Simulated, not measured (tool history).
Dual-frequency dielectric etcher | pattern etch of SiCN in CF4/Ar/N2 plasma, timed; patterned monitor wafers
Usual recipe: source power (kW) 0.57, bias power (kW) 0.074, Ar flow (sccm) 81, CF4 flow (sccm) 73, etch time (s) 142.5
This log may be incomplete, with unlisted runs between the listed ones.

| run | hour | source power (kW) | bias power (kW) | Ar flow (sccm) | CF4 flow (sccm) | etch time (s) | wafers since the last listed run | hours since the last wet clean | hours since the last source power generator calibration | hours since the last bias power generator calibration | hours since the last Ar flow controller change | hours since the last CF4 flow controller change | hours since the last upper electrode change | hours since the gauge calibration | read-back reference wafer on the same gauge, depth_nm | mean etch depth across the wafer (angstrom) |
|---|---|---|---|---|---|---|---|---|---|---|---|---|---|---|---|---|
| 1 | 0 | 0.57 | 0.074 | 81 | 73 | 142.5 | 0 | 6.3 | 2602.7 | 3447.1 | 3411.1 | 2493.8 | 1990.8 | 215.4 | 173 | 1541 |
| 2 | 69.4 | 0.57 | 0.074 | 81 | 73 | 142.5 | 661 | 75.7 | 2672.1 | 3516.5 | 3480.5 | 2563.2 | 2060.2 | 284.8 | 173 | 1537 |
| 3 | 98.9 | 0.57 | 0.074 | 81 | 73 | 142.5 | 281 | 105.2 | 2701.6 | 3546 | 3510 | 2592.7 | 2089.7 | 314.3 | 172.9 | 1538 |
| 4 | 140 | 0.57 | 0.074 | 81 | 59 | 142.5 | 391 | 146.3 | 2742.7 | 3587.1 | 3551.1 | 2633.8 | 2130.8 | 355.4 | 172.9 | 1487 |
| 5 | 187.7 | 0.57 | 0.074 | 81 | 73 | 142.5 | 454 | 194 | 2790.4 | 3634.8 | 3598.8 | 2681.5 | 2178.5 | 403.1 | 172.9 | 1533 |
| 6 | 230 | 0.57 | 0.074 | 81 | 73 | 142.5 | 403 | 236.3 | 2832.7 | 3677.1 | 3641.1 | 2723.8 | 2220.8 | 445.4 | 172.9 | 1534 |
|  | 266.1 | Ar flow controller replaced |
| 7 | 267.6 | 0.57 | 0.074 | 81 | 73 | 142.5 | 301 | 273.9 | 2870.3 | 3714.7 | 1.5 | 2761.4 | 2258.4 | 483 | 173 | 1530 |
|  | 280.1 | CF4 flow controller replaced |
| 8 | 314.7 | 0.57 | 0.074 | 81 | 73 | 142.5 | 391 | 321 | 2917.4 | 3761.8 | 48.6 | 34.6 | 2305.5 | 530.1 | 173 | 1524 |
|  | 335 | bias power generator calibrated |
|  | 349.4 | gauge calibrated |
| 9 | 376 | 0.57 | 0.082 | 64 | 79 | 171 | 545 | 382.3 | 2978.7 | 41 | 109.9 | 95.9 | 2366.8 | 26.6 | 173 | 1967 |
| 10 | 443.4 | 0.51 | 0.074 | 81 | 73 | 159.5 | 642 | 449.7 | 3046.1 | 108.4 | 177.3 | 163.3 | 2434.2 | 94 | 173 | 1577 |
|  | 465.5 | source power generator calibrated |
| 11 | 472.7 | 0.61 | 0.074 | 95 | 62 | 165 | 241 | 479 | 7.2 | 137.7 | 206.6 | 192.6 | 2463.5 | 123.3 | 172.9 | 1709 |
|  | 538.4 | wet clean of the chamber |
| 12 | 538.9 | 0.71 | 0.074 | 81 | 61 | 142.5 | 402 | 0.5 | 73.4 | 203.9 | 272.8 | 258.8 | 2529.7 | 189.5 | 173 | 1705 |
|  | 591 | upper electrode replaced |
| 13 | 591.5 | 0.57 | 0.074 | 99 | 73 | 130.5 | 272 | 53.1 | 126 | 256.5 | 325.4 | 311.4 | 0.5 | 242.1 | 172.9 | 1331 |
| 14 | 652.4 | 0.43 | 0.074 | 81 | 73 | 130.5 | 580 | 114 | 186.9 | 317.4 | 386.3 | 372.3 | 61.4 | 303 | 173 | 1134 |
| 15 | 695.9 | 0.61 | 0.074 | 95 | 62 | 165 | 414 | 157.5 | 230.4 | 360.9 | 429.8 | 415.8 | 104.9 | 346.5 | 173 | 1724 |
| 16 | 756.9 | 0.63 | 0.084 | 81 | 73 | 142.5 | 581 | 218.5 | 291.4 | 421.9 | 490.8 | 476.8 | 165.9 | 407.5 | 172.8 | 1647 |

Alternative continuations, all from the tool just after run 16; predict every row:
| A | 757.4 | 0.57 | 0.074 | 81 | 73 | 142.5 | 4 | 219 | 291.9 | 422.4 | 491.3 | 477.3 | 166.4 | 408 | ? | ? |
| B | 757.4 | 0.57 | 0.089 | 68 | 68 | 169 | 4 | 219 | 291.9 | 422.4 | 491.3 | 477.3 | 166.4 | 408 | ? | ? |
| C | 757.4 | 0.57 | 0.074 | 75 | 73 | 101.5 | 4 | 219 | 291.9 | 422.4 | 491.3 | 477.3 | 166.4 | 408 | ? | ? |

| run | read-back reference wafer on the same gauge, depth_nm | mean etch depth across the wafer (angstrom) |
|---|---|---|
| A | 173.1 | 1490 |
| B | 173.1 | 1878 |
| C | 173.1 | 1074 |
With the hidden condition removed and each run's random variation left untouched, the same runs would have given:
| run | mean etch depth across the wafer (angstrom) |
|---|---|
| A | 1485 |
| B | 1873 |
| C | 1071 |

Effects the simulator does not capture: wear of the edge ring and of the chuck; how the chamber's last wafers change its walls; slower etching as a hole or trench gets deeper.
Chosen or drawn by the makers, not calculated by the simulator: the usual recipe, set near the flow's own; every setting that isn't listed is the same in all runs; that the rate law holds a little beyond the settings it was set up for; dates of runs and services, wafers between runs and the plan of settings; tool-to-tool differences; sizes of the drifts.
